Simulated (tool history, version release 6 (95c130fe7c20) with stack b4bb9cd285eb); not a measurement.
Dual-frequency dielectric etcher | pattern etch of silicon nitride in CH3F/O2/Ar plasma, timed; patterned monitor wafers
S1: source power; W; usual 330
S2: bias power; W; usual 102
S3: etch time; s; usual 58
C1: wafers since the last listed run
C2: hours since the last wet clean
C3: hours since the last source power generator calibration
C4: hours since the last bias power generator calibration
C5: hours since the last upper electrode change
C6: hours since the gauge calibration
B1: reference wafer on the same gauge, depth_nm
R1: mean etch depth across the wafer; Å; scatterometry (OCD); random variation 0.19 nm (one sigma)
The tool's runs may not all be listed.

run 1 hour=0 | S1=290 S2=113 S3=58 | C1=0 C2=352.6 C3=2493.3 C4=4262 C5=3938.7 C6=136.7 | B1=33.97 | R1=424.8
run 2 hour=40.4 | S1=290 S2=113 S3=58 | C1=657 C2=393 C3=2533.7 C4=4302.4 C5=3979.1 C6=177.1 | B1=34.04 | R1=427.9
-- hour=49.1 gauge calibrated
run 3 hour=55 | S1=290 S2=113 S3=58 | C1=237 C2=407.6 C3=2548.3 C4=4317 C5=3993.7 C6=5.9 | B1=34 | R1=428.9
run 4 hour=64.1 | S1=330 S2=102 S3=58 | C1=148 C2=416.7 C3=2557.4 C4=4326.1 C5=4002.8 C6=15 | B1=34.02 | R1=439.3
run 5 hour=70.5 | S1=330 S2=102 S3=58 | C1=104 C2=423.1 C3=2563.8 C4=4332.5 C5=4009.2 C6=21.4 | B1=33.98 | R1=443.6
run 6 hour=88.5 | S1=330 S2=121 S3=58 | C1=293 C2=441.1 C3=2581.8 C4=4350.5 C5=4027.2 C6=39.4 | B1=34.02 | R1=467.1
-- hour=122 source power generator calibrated
-- hour=124.2 upper electrode replaced, of another model than before
-- hour=136.9 wet clean of the chamber
run 7 hour=141.4 | S1=330 S2=121 S3=58 | C1=554 C2=4.5 C3=19.4 C4=4403.4 C5=17.2 C6=92.3 | B1=33.96 | R1=443.5
run 8 hour=147.7 | S1=330 S2=102 S3=58 | C1=102 C2=10.8 C3=25.7 C4=4409.7 C5=23.5 C6=98.6 | B1=34.04 | R1=425.2
run 9 hour=154 | S1=330 S2=102 S3=58 | C1=102 C2=17.1 C3=32 C4=4416 C5=29.8 C6=104.9 | B1=34.02 | R1=424.6
run 10 hour=168.5 | S1=330 S2=102 S3=58 | C1=236 C2=31.6 C3=46.5 C4=4430.5 C5=44.3 C6=119.4 | B1=34.02 | R1=425.4
run 11 hour=186.2 | S1=330 S2=102 S3=58 | C1=288 C2=49.3 C3=64.2 C4=4448.2 C5=62 C6=137.1 | B1=34.02 | R1=425.8
run 12 hour=198 | S1=390 S2=102 S3=47.5 | C1=192 C2=61.1 C3=76 C4=4460 C5=73.8 C6=148.9 | B1=34 | R1=392.7
-- hour=203.1 gauge calibrated
run 13 hour=249.2 | S1=390 S2=102 S3=47.5 | C1=833 C2=112.3 C3=127.2 C4=4511.2 C5=125 C6=46.1 | B1=34.01 | R1=396.8
-- hour=256.2 bias power generator calibrated
run 14 hour=258.9 | S1=330 S2=102 S3=58 | C1=92 C2=122 C3=136.9 C4=2.7 C5=134.7 C6=55.8 | B1=34.01 | R1=430
run 15 hour=265.6 | S1=300 S2=102 S3=58 | C1=109 C2=128.7 C3=143.6 C4=9.4 C5=141.4 C6=62.5 | B1=34 | R1=397.4
run 16 hour=274.8 | S1=270 S2=121 S3=58 | C1=149 C2=137.9 C3=152.8 C4=18.6 C5=150.6 C6=71.7 | B1=34.06 | R1=379.5
run 17 hour=286.9 | S1=290 S2=102 S3=69.5 | C1=196 C2=150 C3=164.9 C4=30.7 C5=162.7 C6=83.8 | B1=34.03 | R1=461.8
run 18 hour=295.4 | S1=290 S2=102 S3=69.5 | C1=138 C2=158.5 C3=173.4 C4=39.2 C5=171.2 C6=92.3 | B1=34.05 | R1=465.4
run 19 hour=302.7 | S1=330 S2=82 S3=48 | C1=118 C2=165.8 C3=180.7 C4=46.5 C5=178.5 C6=99.6 | B1=33.99 | R1=339.2

Forecast run 20:
run 20 hour=315.8 | S1=270 S2=123 S3=58 | C1=213 C2=178.9 C3=193.8 C4=59.6 C5=191.6 C6=112.7 | B1=? | R1=?

Run 20 gave B1 34.01, R1 383.3 Å.
Without the tool's hidden state the same run would have given R1 376.2 Å.
